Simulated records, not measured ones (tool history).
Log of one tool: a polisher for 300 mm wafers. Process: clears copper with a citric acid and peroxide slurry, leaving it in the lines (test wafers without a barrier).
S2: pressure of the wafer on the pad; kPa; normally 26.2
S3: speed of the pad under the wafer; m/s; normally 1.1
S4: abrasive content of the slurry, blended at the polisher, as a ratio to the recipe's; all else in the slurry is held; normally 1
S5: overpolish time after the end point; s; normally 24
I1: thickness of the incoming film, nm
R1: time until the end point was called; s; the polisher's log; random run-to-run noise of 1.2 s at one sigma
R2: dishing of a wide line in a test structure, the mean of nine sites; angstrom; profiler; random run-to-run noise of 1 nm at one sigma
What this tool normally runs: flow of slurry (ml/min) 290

run 1 hour=0 | flow_of_slurry_(ml/min)=290 S2=26.2 S3=1.1 S4=1 S5=24 | I1=285.5 | R1=97.5 R2=407
run 2 hour=6.4 | flow_of_slurry_(ml/min)=290 S2=26.2 S3=1.1 S4=1 S5=19 | I1=282 | R1=95 R2=341
run 3 hour=15.5 | flow_of_slurry_(ml/min)=290 S2=26.2 S3=1.1 S4=1 S5=19 | I1=285.8 | R1=100.1 R2=330
run 4 hour=32.6 | flow_of_slurry_(ml/min)=290 S2=26.2 S3=1.1 S4=1 S5=24 | I1=289.4 | R1=104.2 R2=401
run 5 hour=39.4 | flow_of_slurry_(ml/min)=290 S2=26.2 S3=1.1 S4=1 S5=24 | I1=286.3 | R1=103.4 R2=400
run 6 hour=54.8 | flow_of_slurry_(ml/min)=290 S2=31 S3=1.1 S4=1 S5=24 | I1=289.4 | R1=91.9 R2=461
run 7 hour=63.1 | flow_of_slurry_(ml/min)=290 S2=33.1 S3=0.9 S4=1 S5=24 | I1=285.4 | R1=93.7 R2=427
run 8 hour=72.6 | flow_of_slurry_(ml/min)=290 S2=33.1 S3=0.9 S4=1 S5=24 | I1=288 | R1=95.8 R2=429
-- hour=76.7 worn pad replaced by a new one
-- hour=78 slurry nozzle cleaned
run 9 hour=86.6 | flow_of_slurry_(ml/min)=225 S2=26.2 S3=1.1 S4=1 S5=24 | I1=280.6 | R1=99.5 R2=405
run 10 hour=100.2 | flow_of_slurry_(ml/min)=225 S2=26.2 S3=1.1 S4=1 S5=24 | I1=287.9 | R1=104.6 R2=395
run 11 hour=115 | flow_of_slurry_(ml/min)=290 S2=20 S3=1.1 S4=1 S5=35 | I1=282.2 | R1=135.3 R2=421
-- hour=124.6 head pressure recalibrated
run 12 hour=132.3 | flow_of_slurry_(ml/min)=290 S2=20.7 S3=0.9 S4=1 S5=24 | I1=285.9 | R1=148.4 R2=279
-- hour=136.4 slurry blender recalibrated
run 13 hour=148.5 | flow_of_slurry_(ml/min)=290 S2=31 S3=1.1 S4=1 S5=24 | I1=285.4 | R1=84.4 R2=477
run 14 hour=155.5 | flow_of_slurry_(ml/min)=290 S2=26.2 S3=0.88 S4=1 S5=24 | I1=288.5 | R1=117.6 R2=379
run 15 hour=168.3 | flow_of_slurry_(ml/min)=290 S2=18.6 S3=1.1 S4=1.25 S5=24 | I1=280.1 | R1=131.9 R2=314
-- hour=179.1 worn pad replaced by a new one
run 16 hour=179.6 | flow_of_slurry_(ml/min)=290 S2=26.2 S3=1.1 S4=1 S5=24 | I1=284.1 | R1=89.6 R2=445
run 17 hour=190.9 | flow_of_slurry_(ml/min)=290 S2=26.2 S3=1.42 S4=0.75 S5=24 | I1=282.3 | R1=88.7 R2=434
run 18 hour=207.1 | flow_of_slurry_(ml/min)=255 S2=26.2 S3=0.96 S4=0.8 S5=36 | I1=283.7 | R1=116.2 R2=515
run 19 hour=223.8 | flow_of_slurry_(ml/min)=290 S2=26.2 S3=1.1 S4=1 S5=24 | I1=281.5 | R1=104.1 R2=408
run 20 hour=234.3 | flow_of_slurry_(ml/min)=205 S2=26.2 S3=0.9 S4=1 S5=24 | I1=285.2 | R1=124.1 R2=335

Below are 5 alternative next runs, each starting from the tool's condition after run 20. Predict each:
run A hour=234.8 | flow_of_slurry_(ml/min)=290 S2=26.2 S3=1.1 S4=1 S5=24 | I1=288 | R1=? R2=?
run B hour=234.8 | flow_of_slurry_(ml/min)=330 S2=26.2 S3=1.1 S4=1 S5=24 | I1=288 | R1=? R2=?
run C hour=234.8 | flow_of_slurry_(ml/min)=290 S2=22.1 S3=0.86 S4=1 S5=24 | I1=288 | R1=? R2=?
run D hour=234.8 | flow_of_slurry_(ml/min)=350 S2=26.2 S3=1.1 S4=1.2 S5=24 | I1=288 | R1=? R2=?
run E hour=234.8 | flow_of_slurry_(ml/min)=290 S2=26.2 S3=1.24 S4=1 S5=24 | I1=288 | R1=? R2=?

run=A R1=105.4 R2=402
run=B R1=104.1 R2=406
run=C R1=143.1 R2=305
run=D R1=99 R2=424
run=E R1=98.1 R2=428
Without the tool's hidden state the same runs would have given:
run=A R1=85.1 R2=483
run=B R1=84.1 R2=488
run=C R1=115.6 R2=368
run=D R1=79.8 R2=509
run=E R1=79.2 R2=513

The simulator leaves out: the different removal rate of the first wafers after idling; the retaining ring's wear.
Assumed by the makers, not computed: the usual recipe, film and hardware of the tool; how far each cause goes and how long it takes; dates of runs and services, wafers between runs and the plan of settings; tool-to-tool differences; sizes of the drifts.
